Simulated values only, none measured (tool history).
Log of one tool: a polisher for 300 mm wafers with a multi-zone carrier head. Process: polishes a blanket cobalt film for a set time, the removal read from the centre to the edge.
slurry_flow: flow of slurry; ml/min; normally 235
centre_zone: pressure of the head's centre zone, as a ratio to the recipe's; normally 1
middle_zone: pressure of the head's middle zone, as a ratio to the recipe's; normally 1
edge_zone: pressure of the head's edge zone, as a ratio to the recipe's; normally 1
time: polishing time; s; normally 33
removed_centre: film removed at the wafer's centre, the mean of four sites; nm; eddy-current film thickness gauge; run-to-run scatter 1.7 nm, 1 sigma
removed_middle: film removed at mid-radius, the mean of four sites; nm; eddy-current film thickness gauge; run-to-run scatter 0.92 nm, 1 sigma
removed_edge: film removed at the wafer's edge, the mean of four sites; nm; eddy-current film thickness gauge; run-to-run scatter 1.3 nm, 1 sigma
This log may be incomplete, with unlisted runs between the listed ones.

| run | hour | slurry_flow | centre_zone | middle_zone | edge_zone | time | wafers since the last listed run | wafers polished on this pad | hours since the slurry nozzle was cleaned | hours since the centre zone pressure was calibrated | hours since the edge zone pressure was calibrated | hours since the carrier head's membrane was replaced | incoming thickness of the incoming film, nm | removed_centre | removed_middle | removed_edge |
|---|---|---|---|---|---|---|---|---|---|---|---|---|---|---|---|---|
| 1 | 0 | 235 | 1 | 1 | 1 | 33 | 0 | 3205 | 71.2 | 633 | 67.5 | 271.6 | 678.6 | 116.4 | 134.3 | 133.2 |
| 2 | 61.7 | 235 | 1 | 1 | 1 | 33 | 999 | 4205 | 132.9 | 694.7 | 129.2 | 333.3 | 663.6 | 113.3 | 130.9 | 130.2 |
|  | 78 | worn pad replaced by a new one |
| 3 | 129.1 | 235 | 1 | 1 | 1 | 33 | 1027 | 828 | 200.3 | 762.1 | 196.6 | 400.7 | 679.2 | 122.2 | 140.4 | 136.7 |
| 4 | 187 | 235 | 1 | 1 | 1 | 33 | 938 | 1767 | 258.2 | 820 | 254.5 | 458.6 | 667.4 | 124.1 | 140.1 | 137 |
| 5 | 249 | 235 | 1 | 1 | 1 | 33 | 1004 | 2772 | 320.2 | 882 | 316.5 | 520.6 | 668.4 | 117.2 | 136.9 | 135.2 |
| 6 | 303.9 | 235 | 1 | 1 | 1 | 33 | 889 | 3661 | 375.1 | 936.9 | 371.4 | 575.5 | 675.5 | 116 | 135.6 | 132.4 |
| 7 | 338.8 | 170 | 1 | 1 | 1 | 33 | 565 | 4227 | 410 | 971.8 | 406.3 | 610.4 | 657.2 | 108.8 | 126.5 | 125.4 |
|  | 343.1 | edge zone pressure recalibrated |
|  | 358.8 | carrier head's membrane replaced by a new one |
|  | 359.3 | worn pad replaced by a new one |
| 8 | 367.1 | 170 | 1 | 1 | 1 | 33 | 338 | 126 | 438.3 | 1000.1 | 24 | 8.3 | 664.1 | 110.1 | 132.3 | 132.7 |
|  | 393.6 | centre zone pressure recalibrated |
|  | 407.5 | slurry nozzle cleaned |
| 9 | 436.2 | 170 | 1 | 1 | 1 | 33 | 1071 | 1198 | 28.7 | 42.6 | 93.1 | 77.4 | 670.9 | 129.8 | 130.9 | 130.9 |
| 10 | 502.6 | 235 | 1 | 1 | 0.95 | 40 | 1076 | 2274 | 95.1 | 109 | 159.5 | 143.8 | 677.4 | 161.2 | 166.4 | 159.8 |
| 11 | 529.6 | 235 | 0.93 | 1.09 | 1.12 | 29 | 437 | 2711 | 122.1 | 136 | 186.5 | 170.8 | 676.4 | 107.8 | 127.4 | 120 |
| 12 | 583.6 | 235 | 1.11 | 1 | 1 | 24 | 875 | 3587 | 176.1 | 190 | 240.5 | 224.8 | 679.5 | 101.8 | 97.7 | 95.5 |
|  | 617.7 | worn pad replaced by a new one |
| 13 | 639 | 235 | 0.91 | 1 | 0.94 | 44 | 833 | 344 | 231.5 | 245.4 | 295.9 | 280.2 | 669.5 | 160 | 185.7 | 181.6 |
| 14 | 663.1 | 235 | 1 | 1 | 1.05 | 33 | 390 | 735 | 255.6 | 269.5 | 320 | 304.3 | 663.8 | 135 | 140 | 138.7 |
|  | 682.8 | edge zone pressure recalibrated |
| 15 | 734.4 | 235 | 1 | 1 | 1 | 33 | 1123 | 1858 | 326.9 | 340.8 | 51.6 | 375.6 | 659.1 | 126.7 | 137.6 | 135.6 |
| 16 | 802 | 235 | 1 | 1 | 1 | 33 | 1095 | 2954 | 394.5 | 408.4 | 119.2 | 443.2 | 666.1 | 124.2 | 136.4 | 134 |
|  | 861.1 | slurry nozzle cleaned |
| 17 | 864.9 | 235 | 1 | 1 | 0.95 | 41 | 1003 | 3957 | 3.8 | 471.3 | 182.1 | 506.1 | 680.3 | 153.4 | 168.1 | 162.6 |
|  | 909.6 | worn pad replaced by a new one |
| 18 | 913.1 | 185 | 1 | 1 | 1 | 33 | 716 | 56 | 52 | 519.5 | 230.3 | 554.3 | 670.2 | 121.5 | 136 | 132.6 |
| 19 | 969.7 | 235 | 1 | 1 | 1 | 33 | 917 | 974 | 108.6 | 576.1 | 286.9 | 610.9 | 664.5 | 126.5 | 141 | 135.3 |
|  | 1038.1 | edge zone pressure recalibrated |
| 20 | 1038.6 | 235 | 1.07 | 1 | 1 | 33 | 1084 | 2058 | 177.5 | 645 | 0.5 | 679.8 | 669.4 | 132.8 | 138.9 | 134.9 |
| 21 | 1102.3 | 235 | 1.06 | 1 | 1 | 33 | 1032 | 3090 | 241.2 | 708.7 | 64.2 | 743.5 | 665.3 | 128.6 | 134.9 | 132.3 |
|  | 1116.3 | carrier head's membrane replaced by a new one |
| 22 | 1168.5 | 235 | 1 | 1 | 1 | 33 | 991 | 4082 | 307.4 | 774.9 | 130.4 | 52.2 | 675.2 | 117.6 | 131.4 | 132 |

Here are 4 independent what-if runs from the current tool condition. What would each one return?
| A | 1168.9 | 235 | 0.88 | 1 | 1 | 33 | 6 | 4089 | 307.8 | 775.3 | 130.8 | 52.6 | 669.3 | ? | ? | ? |
| B | 1168.9 | 235 | 1 | 1 | 0.94 | 33 | 6 | 4089 | 307.8 | 775.3 | 130.8 | 52.6 | 669.3 | ? | ? | ? |
| C | 1168.9 | 295 | 1.1 | 0.97 | 1.06 | 33 | 6 | 4089 | 307.8 | 775.3 | 130.8 | 52.6 | 669.3 | ? | ? | ? |
| D | 1168.9 | 235 | 1 | 1.08 | 1 | 33 | 6 | 4089 | 307.8 | 775.3 | 130.8 | 52.6 | 669.3 | ? | ? | ? |

| run | removed_centre | removed_middle | removed_edge |
|---|---|---|---|
| A | 102.4 | 133.3 | 132 |
| B | 116.7 | 133.2 | 130 |
| C | 132.5 | 133.7 | 137 |
| D | 116.7 | 141.2 | 131.9 |
Without the tool's unlogged condition, the same runs would have read:
| run | removed_centre | removed_middle | removed_edge |
|---|---|---|---|
| A | 119.8 | 140.5 | 139.2 |
| B | 136.3 | 140.4 | 137 |
| C | 154.6 | 140.9 | 144.4 |
| D | 136.4 | 148.8 | 139.1 |
